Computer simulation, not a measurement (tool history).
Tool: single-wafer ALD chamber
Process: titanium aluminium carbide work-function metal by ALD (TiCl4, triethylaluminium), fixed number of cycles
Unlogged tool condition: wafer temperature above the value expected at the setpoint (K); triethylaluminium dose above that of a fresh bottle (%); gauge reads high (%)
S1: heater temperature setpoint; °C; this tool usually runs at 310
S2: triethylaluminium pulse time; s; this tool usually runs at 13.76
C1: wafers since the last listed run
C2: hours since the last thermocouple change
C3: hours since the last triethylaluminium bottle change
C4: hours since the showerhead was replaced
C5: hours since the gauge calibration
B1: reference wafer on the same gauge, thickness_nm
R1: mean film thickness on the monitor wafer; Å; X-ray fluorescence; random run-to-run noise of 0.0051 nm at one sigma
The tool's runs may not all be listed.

{"run": 1, "hour": 0.0, "S1": 310, "S2": 13.76, "C1": 0, "C2": 295.2, "C3": 583.4, "C4": 1930.8, "C5": 86.4, "B1": 1.66, "R1": 20.49}
{"run": 2, "hour": 57.8, "S1": 310, "S2": 13.76, "C1": 540, "C2": 353.0, "C3": 641.2, "C4": 1988.6, "C5": 144.2, "B1": 1.659, "R1": 20.43}
{"run": 3, "hour": 134.3, "S1": 310, "S2": 13.76, "C1": 715, "C2": 429.5, "C3": 717.7, "C4": 2065.1, "C5": 220.7, "B1": 1.659, "R1": 20.37}
{"run": 4, "hour": 178.9, "S1": 310, "S2": 13.76, "C1": 416, "C2": 474.1, "C3": 762.3, "C4": 2109.7, "C5": 265.3, "B1": 1.66, "R1": 20.46}
{"run": 5, "hour": 243.5, "S1": 310, "S2": 13.76, "C1": 603, "C2": 538.7, "C3": 826.9, "C4": 2174.3, "C5": 329.9, "B1": 1.66, "R1": 20.26}
{"run": 6, "hour": 306.2, "S1": 310, "S2": 13.76, "C1": 586, "C2": 601.4, "C3": 889.6, "C4": 2237.0, "C5": 392.6, "B1": 1.662, "R1": 20.44}
{"run": 7, "hour": 370.8, "S1": 310, "S2": 13.76, "C1": 603, "C2": 666.0, "C3": 954.2, "C4": 2301.6, "C5": 457.2, "B1": 1.661, "R1": 20.25}
{"run": 8, "hour": 404.8, "S1": 310, "S2": 13.76, "C1": 317, "C2": 700.0, "C3": 988.2, "C4": 2335.6, "C5": 491.2, "B1": 1.66, "R1": 20.35}
{"run": 9, "hour": 444.6, "S1": 310, "S2": 13.76, "C1": 372, "C2": 739.8, "C3": 1028.0, "C4": 2375.4, "C5": 531.0, "B1": 1.66, "R1": 20.26}
{"run": 10, "hour": 490.5, "S1": 310, "S2": 13.76, "C1": 429, "C2": 785.7, "C3": 1073.9, "C4": 2421.3, "C5": 576.9, "B1": 1.659, "R1": 20.36}
{"run": 11, "hour": 518.5, "S1": 310, "S2": 13.76, "C1": 261, "C2": 813.7, "C3": 1101.9, "C4": 2449.3, "C5": 604.9, "B1": 1.658, "R1": 20.41}
{"hour": 537.4, "done": "triethylaluminium bottle replaced"}
{"hour": 572.9, "done": "showerhead replaced, of another model than before"}
{"run": 12, "hour": 573.4, "S1": 310, "S2": 13.76, "C1": 363, "C2": 868.6, "C3": 36.0, "C4": 0.5, "C5": 659.8, "B1": 1.659, "R1": 20.32}
{"run": 13, "hour": 614.5, "S1": 310, "S2": 13.76, "C1": 384, "C2": 909.7, "C3": 77.1, "C4": 41.6, "C5": 700.9, "B1": 1.66, "R1": 20.33}
{"run": 14, "hour": 645.1, "S1": 304, "S2": 10.62, "C1": 286, "C2": 940.3, "C3": 107.7, "C4": 72.2, "C5": 731.5, "B1": 1.659, "R1": 19.27}
{"hour": 689.3, "done": "gauge calibrated"}
{"run": 15, "hour": 701.3, "S1": 323, "S2": 13.76, "C1": 525, "C2": 996.5, "C3": 163.9, "C4": 128.4, "C5": 12.0, "B1": 1.659, "R1": 21.37}
{"hour": 718.6, "done": "thermocouple changed; heater temperature recalibrated"}
{"run": 16, "hour": 731.0, "S1": 301, "S2": 17.35, "C1": 202, "C2": 12.4, "C3": 193.6, "C4": 158.1, "C5": 41.7, "B1": 1.661, "R1": 20.0}
{"run": 17, "hour": 767.7, "S1": 310, "S2": 13.76, "C1": 343, "C2": 49.1, "C3": 230.3, "C4": 194.8, "C5": 78.4, "B1": 1.661, "R1": 20.44}
{"run": 18, "hour": 824.1, "S1": 303, "S2": 10.89, "C1": 527, "C2": 105.5, "C3": 286.7, "C4": 251.2, "C5": 134.8, "B1": 1.661, "R1": 19.56}
{"run": 19, "hour": 863.1, "S1": 310, "S2": 13.76, "C1": 364, "C2": 144.5, "C3": 325.7, "C4": 290.2, "C5": 173.8, "B1": 1.66, "R1": 20.42}
{"run": 20, "hour": 905.7, "S1": 310, "S2": 13.76, "C1": 398, "C2": 187.1, "C3": 368.3, "C4": 332.8, "C5": 216.4, "B1": 1.66, "R1": 20.53}
{"run": 21, "hour": 972.4, "S1": 324, "S2": 18.11, "C1": 623, "C2": 253.8, "C3": 435.0, "C4": 399.5, "C5": 283.1, "B1": 1.661, "R1": 21.8}
{"run": 22, "hour": 1019.1, "S1": 310, "S2": 16.77, "C1": 436, "C2": 300.5, "C3": 481.7, "C4": 446.2, "C5": 329.8, "B1": 1.66, "R1": 20.6}
{"run": 23, "hour": 1053.0, "S1": 310, "S2": 18.85, "C1": 316, "C2": 334.4, "C3": 515.6, "C4": 480.1, "C5": 363.7, "B1": 1.659, "R1": 20.55}
{"run": 24, "hour": 1093.1, "S1": 315, "S2": 13.76, "C1": 374, "C2": 374.5, "C3": 555.7, "C4": 520.2, "C5": 403.8, "B1": 1.659, "R1": 20.78}
{"run": 25, "hour": 1152.6, "S1": 310, "S2": 17.74, "C1": 556, "C2": 434.0, "C3": 615.2, "C4": 579.7, "C5": 463.3, "B1": 1.659, "R1": 20.5}
{"run": 26, "hour": 1196.1, "S1": 310, "S2": 13.76, "C1": 406, "C2": 477.5, "C3": 658.7, "C4": 623.2, "C5": 506.8, "B1": 1.66, "R1": 20.36}
{"run": 27, "hour": 1226.0, "S1": 310, "S2": 12.09, "C1": 279, "C2": 507.4, "C3": 688.6, "C4": 653.1, "C5": 536.7, "B1": 1.66, "R1": 20.13}

5 ways to go on from here, each from the tool as it stands after run 27. What would each give?
{"run": "A", "hour": 1226.4, "S1": 310, "S2": 13.76, "C1": 3, "C2": 507.8, "C3": 689.0, "C4": 653.5, "C5": 537.1, "B1": "?", "R1": "?"}
{"run": "B", "hour": 1226.4, "S1": 305, "S2": 10.7, "C1": 3, "C2": 507.8, "C3": 689.0, "C4": 653.5, "C5": 537.1, "B1": "?", "R1": "?"}
{"run": "C", "hour": 1226.4, "S1": 315, "S2": 17.38, "C1": 3, "C2": 507.8, "C3": 689.0, "C4": 653.5, "C5": 537.1, "B1": "?", "R1": "?"}
{"run": "D", "hour": 1226.4, "S1": 310, "S2": 10.39, "C1": 3, "C2": 507.8, "C3": 689.0, "C4": 653.5, "C5": 537.1, "B1": "?", "R1": "?"}
{"run": "E", "hour": 1226.4, "S1": 310, "S2": 8.35, "C1": 3, "C2": 507.8, "C3": 689.0, "C4": 653.5, "C5": 537.1, "B1": "?", "R1": "?"}

run=A B1=1.660 R1=20.28
run=B B1=1.660 R1=19.42
run=C B1=1.660 R1=20.83
run=D B1=1.660 R1=19.74
run=E B1=1.660 R1=18.78
What these runs would have given with no unlogged condition in the tool:
run=A R1=20.48
run=B R1=19.62
run=C R1=21.03
run=D R1=19.93
run=E R1=18.97
